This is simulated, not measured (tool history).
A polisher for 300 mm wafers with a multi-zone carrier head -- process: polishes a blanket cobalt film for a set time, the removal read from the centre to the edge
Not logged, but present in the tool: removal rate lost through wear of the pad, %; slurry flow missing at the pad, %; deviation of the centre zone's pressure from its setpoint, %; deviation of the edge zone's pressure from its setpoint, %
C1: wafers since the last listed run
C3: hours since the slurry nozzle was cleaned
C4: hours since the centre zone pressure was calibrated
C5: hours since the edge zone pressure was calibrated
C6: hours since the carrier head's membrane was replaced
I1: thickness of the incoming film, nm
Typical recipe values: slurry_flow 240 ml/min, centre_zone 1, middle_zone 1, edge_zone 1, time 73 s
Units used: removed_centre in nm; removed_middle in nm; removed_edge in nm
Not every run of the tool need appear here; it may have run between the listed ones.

Run 1, hour 0: usual settings but edge_zone 1.08; C1 0; wafers polished on this pad 2327; C3 547.5; C4 926.5; C5 1.5; C6 823.1; I1 1173.3. Result: removed_centre 484.3 nm, removed_middle 485.6 nm, removed_edge 485.3 nm.
Run 2, hour 50.7: usual settings but edge_zone 1.08; C1 568; wafers polished on this pad 2895; C3 598.2; C4 977.2; C5 52.2; C6 873.8; I1 1171.3. Result: removed_centre 480.6 nm, removed_middle 485 nm, removed_edge 491.8 nm.
Run 3, hour 91.7: usual settings but centre_zone 0.93; C1 459; wafers polished on this pad 3355; C3 639.2; C4 1018.2; C5 93.2; C6 914.8; I1 1198.6. Result: removed_centre 458.1 nm, removed_middle 484.4 nm, removed_edge 478.3 nm.
At hour 116.8: carrier head's membrane replaced by a new one.
Run 4, hour 143.7: usual settings but centre_zone 0.93; C1 527; wafers polished on this pad 3882; C3 691.2; C4 1070.2; C5 145.2; C6 26.9; I1 1184.4. Result: removed_centre 463.4 nm, removed_middle 487.6 nm, removed_edge 470.4 nm.
At hour 151.5: worn pad replaced by a new one.
Run 5, hour 176.5: usual settings but centre_zone 0.93; C1 323; wafers polished on this pad 280; C3 724; C4 1103; C5 178; C6 59.7; I1 1195.5. Result: removed_centre 458.5 nm, removed_middle 489.3 nm, removed_edge 480.9 nm.
At hour 190.7: centre zone pressure recalibrated.
Run 6, hour 241.1: usual settings but time 83 s; C1 702; wafers polished on this pad 982; C3 788.6; C4 50.4; C5 242.6; C6 124.3; I1 1179.4. Result: removed_centre 546 nm, removed_middle 552.2 nm, removed_edge 546.3 nm.
Run 7, hour 278.1: usual settings but centre_zone 0.93, middle_zone 0.95; C1 414; wafers polished on this pad 1397; C3 825.6; C4 87.4; C5 279.6; C6 161.3; I1 1185.3. Result: removed_centre 460.8 nm, removed_middle 468.3 nm, removed_edge 475.7 nm.
At hour 288.1: slurry nozzle cleaned.
Run 8, hour 327: usual settings but centre_zone 0.9, time 62 s; C1 537; wafers polished on this pad 1934; C3 38.9; C4 136.3; C5 328.5; C6 210.2; I1 1173. Result: removed_centre 384 nm, removed_middle 405.5 nm, removed_edge 408.2 nm.
Run 9, hour 358.6: usual settings but middle_zone 1.11, edge_zone 0.97, time 89 s; C1 354; wafers polished on this pad 2288; C3 70.5; C4 167.9; C5 360.1; C6 241.8; I1 1184.9. Result: removed_centre 588.2 nm, removed_middle 649.3 nm, removed_edge 577.1 nm.
Run 10, hour 414.6: usual settings but edge_zone 1.08; C1 628; wafers polished on this pad 2916; C3 126.5; C4 223.9; C5 416.1; C6 297.8; I1 1175.2. Result: removed_centre 485.6 nm, removed_middle 488.3 nm, removed_edge 477.6 nm.
Run 11, hour 457.7: usual settings but middle_zone 1.07, time 60 s; C1 483; wafers polished on this pad 3400; C3 169.6; C4 267; C5 459.2; C6 340.9; I1 1162. Result: removed_centre 393.7 nm, removed_middle 423.3 nm, removed_edge 386 nm.
Run 12, hour 500.6: usual settings; C1 481; wafers polished on this pad 3881; C3 212.5; C4 309.9; C5 502.1; C6 383.8; I1 1170.2. Result: removed_centre 478.3 nm, removed_middle 487.7 nm, removed_edge 474.2 nm.
At hour 540.3: worn pad replaced by a new one.
Run 13, hour 569.6: usual settings but slurry_flow 205 ml/min, centre_zone 0.96, middle_zone 0.97, time 61 s; C1 729; wafers polished on this pad 328; C3 281.5; C4 378.9; C5 571.1; C6 452.8; I1 1170.4. Result: removed_centre 390.7 nm, removed_middle 377.2 nm, removed_edge 395.6 nm.
Run 14, hour 596.4: usual settings but time 90 s; C1 300; wafers polished on this pad 629; C3 308.3; C4 405.7; C5 597.9; C6 479.6; I1 1177.3. Result: removed_centre 588.3 nm, removed_middle 605.9 nm, removed_edge 601.7 nm.
Run 15, hour 628.4: usual settings but centre_zone 1.07, middle_zone 1.04, edge_zone 1.11, time 66 s; C1 358; wafers polished on this pad 988; C3 340.3; C4 437.7; C5 629.9; C6 511.6; I1 1173.6. Result: removed_centre 458 nm, removed_middle 445 nm, removed_edge 437.3 nm.
Run 16, hour 700: usual settings but edge_zone 0.96; C1 803; wafers polished on this pad 1791; C3 411.9; C4 509.3; C5 701.5; C6 583.2; I1 1167.7. Result: removed_centre 484.1 nm, removed_middle 490 nm, removed_edge 465.8 nm.
Run 17, hour 858.3: usual settings but centre_zone 0.96, edge_zone 0.93; C1 1775; wafers polished on this pad 3566; C3 570.2; C4 667.6; C5 859.8; C6 741.5; I1 1189.5. Result: removed_centre 467.9 nm, removed_middle 483.1 nm, removed_edge 468.3 nm.
At hour 920.2: worn pad replaced by a new one.
Run 18, hour 920.7: usual settings but centre_zone 1.04; C1 654; wafers polished on this pad 5; C3 632.6; C4 730; C5 922.2; C6 803.9; I1 1188.6. Result: removed_centre 495.8 nm, removed_middle 489.3 nm, removed_edge 475.4 nm.
Run 19, hour 976.4: usual settings but slurry_flow 195 ml/min, middle_zone 0.96, edge_zone 0.9, time 56 s; C1 624; wafers polished on this pad 629; C3 688.3; C4 785.7; C5 977.9; C6 859.6; I1 1204.9. Result: removed_centre 360.1 nm, removed_middle 353.7 nm, removed_edge 355.9 nm.
Run 20, hour 1034.7: usual settings; C1 653; wafers polished on this pad 1283; C3 746.6; C4 844; C5 1036.2; C6 917.9; I1 1164.8. Result: removed_centre 480.4 nm, removed_middle 484.7 nm, removed_edge 467.1 nm.
At hour 1091.6: carrier head's membrane replaced by a new one.
At hour 1106.5: centre zone pressure recalibrated.
Run 21, hour 1107: usual settings but middle_zone 1.09, edge_zone 0.9; C1 732; wafers polished on this pad 2016; C3 818.9; C4 0.5; C5 1108.5; C6 15.4; I1 1194.7. Result: removed_centre 483.4 nm, removed_middle 527.3 nm, removed_edge 452.9 nm.
Run 22, hour 1148.8: usual settings but centre_zone 0.93; C1 468; wafers polished on this pad 2485; C3 860.7; C4 42.3; C5 1150.3; C6 57.2; I1 1169.6. Result: removed_centre 457.1 nm, removed_middle 479.1 nm, removed_edge 476 nm.
At hour 1192.9: slurry nozzle cleaned.
Run 23, hour 1202.1: usual settings but centre_zone 1.03; C1 586; wafers polished on this pad 3071; C3 9.2; C4 95.6; C5 1203.6; C6 110.5; I1 1182.2. Result: removed_centre 488.2 nm, removed_middle 479.9 nm, removed_edge 478.8 nm.

State the hidden condition of the tool at each of the runs:
removal rate lost through wear of the pad, %: 0 at every run
slurry flow missing at the pad, %: 0 at every run
deviation of the centre zone's pressure from its setpoint, %: 0 at every run
deviation of the edge zone's pressure from its setpoint, %: 0 at every run
